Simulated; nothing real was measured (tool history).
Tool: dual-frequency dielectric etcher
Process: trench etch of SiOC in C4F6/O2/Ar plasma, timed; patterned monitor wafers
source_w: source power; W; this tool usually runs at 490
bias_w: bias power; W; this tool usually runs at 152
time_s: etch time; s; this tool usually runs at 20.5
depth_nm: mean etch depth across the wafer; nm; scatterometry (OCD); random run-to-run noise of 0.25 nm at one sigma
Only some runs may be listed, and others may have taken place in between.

run,hour,source_w,bias_w,time_s,wafers since the last listed run,hours since the last wet clean,hours since the last source power generator calibration,hours since the last bias power generator calibration,hours since the last upper electrode change,hours since the gauge calibration,"read-back reference wafer on the same gauge, depth_nm",depth_nm
1,0.0,490,152,20.5,0,16.1,1704.5,2496.5,5148.8,482.5,53.89,45.41
2,18.8,490,152,20.5,346,34.9,1723.3,2515.3,5167.6,501.3,53.86,45.20
3,48.6,490,152,20.5,549,64.7,1753.1,2545.1,5197.4,531.1,53.83,44.82
4,67.5,440,152,20.5,348,83.6,1772.0,2564.0,5216.3,550.0,53.87,43.16
5,98.0,440,152,20.5,562,114.1,1802.5,2594.5,5246.8,580.5,53.94,43.32
6,115.6,440,152,20.5,324,131.7,1820.1,2612.1,5264.4,598.1,53.95,43.22
7,145.1,540,152,20.5,543,161.2,1849.6,2641.6,5293.9,627.6,53.99,45.49
# hour 167.3: bias power generator calibrated
8,174.3,540,152,20.5,464,190.4,1878.8,7.0,5323.1,656.8,53.92,45.66
9,194.6,540,152,20.5,374,210.7,1899.1,27.3,5343.4,677.1,53.91,45.27
10,208.8,490,152,20.5,261,224.9,1913.3,41.5,5357.6,691.3,53.82,43.92
# hour 225.0: gauge calibrated
11,236.2,490,152,20.5,505,252.3,1940.7,68.9,5385.0,11.2,53.83,43.06
12,257.7,490,152,24.0,396,273.8,1962.2,90.4,5406.5,32.7,53.83,50.50
13,285.7,490,152,24.0,516,301.8,1990.2,118.4,5434.5,60.7,53.89,50.66
# hour 310.0: upper electrode replaced
14,310.5,490,129,20.5,14,326.6,2015.0,143.2,0.5,85.5,53.95,40.60
15,325.4,490,152,20.5,274,341.5,2029.9,158.1,15.4,100.4,53.87,42.78
# hour 342.9: source power generator calibrated
# hour 378.0: wet clean of the chamber
16,378.5,450,152,24.0,462,0.5,35.6,211.2,68.5,153.5,53.98,51.83
17,378.9,380,175,20.5,7,0.9,36.0,211.6,68.9,153.9,53.84,44.56
18,400.0,490,152,25.5,389,22.0,57.1,232.7,90.0,175.0,53.85,56.16
19,419.5,400,119,24.5,359,41.5,76.6,252.2,109.5,194.5,53.86,45.67
20,437.2,560,164,15.5,326,59.2,94.3,269.9,127.2,212.2,53.87,36.23
21,465.1,490,166,20.5,514,87.1,122.2,297.8,155.1,240.1,53.87,45.78

What does the tool deliver on the next run?
22,499.4,410,123,15.0,632,121.4,156.5,332.1,189.4,274.4,?,?

Run 22 gave read-back reference wafer on the same gauge, depth_nm 53.86, depth_nm 28.15 nm.
Take away the tool's hidden state, keep the run-to-run variation as it was, and the same run would have given depth_nm 28.55 nm.
